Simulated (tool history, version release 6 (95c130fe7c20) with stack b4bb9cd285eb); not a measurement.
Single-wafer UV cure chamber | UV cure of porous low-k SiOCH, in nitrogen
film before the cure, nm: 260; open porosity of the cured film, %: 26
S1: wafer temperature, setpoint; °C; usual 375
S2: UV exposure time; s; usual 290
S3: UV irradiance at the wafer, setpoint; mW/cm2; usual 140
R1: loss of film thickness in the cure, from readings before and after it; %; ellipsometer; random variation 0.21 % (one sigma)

run    hour   S1   S2   S3      R1
  1     0.0  375  290  140  15.018
  2    55.4  375  225  140  13.402
  3   105.6  375  290  140  14.357
  4   176.4  375  290  140  14.367
  5   246.0  375  290  140  14.629
  6   284.7  375  290  140  14.484
  7   350.8  375  290  140  14.237
  8   410.1  375  290  140  14.314
  9   453.1  362  290  140  13.824
 10   494.4  386  290  140  14.618
 11   524.1  375  290  140  13.881
 12   552.7  359  200  111  10.905
      601.4  -- UV bulbs replaced
 13   611.4  359  200  111  10.773
 14   678.2  375  125  114   9.213
 15   728.3  375  290  107  12.899
 16   778.6  361  165  177  12.161
 17   823.1  375  290  107  12.625
 18   856.7  375  290  140  13.885
      909.4  -- quartz window cleaned
 19   914.8  389  345  100  14.457
 20   977.6  358  205  118  12.037
 21  1023.6  393  290  121  14.302
 22  1095.4  358  290  140  14.422
 23  1153.8  390  120  107   9.537

Forecast each of these 5 alternatives for the next run:
  A  1154.3  375  290  140   ?
  B  1154.3  387  290  140   ?
  C  1154.3  368  290  104   ?
  D  1154.3  384  290  140   ?
  E  1154.3  382  170  174   ?

run      R1
  A  14.484
  B  14.723
  C  12.910
  D  14.664
  E  13.094
Without the tool's hidden state the same runs would have given:
run      R1
  A  15.140
  B  15.381
  C  13.550
  D  15.322
  E  13.736
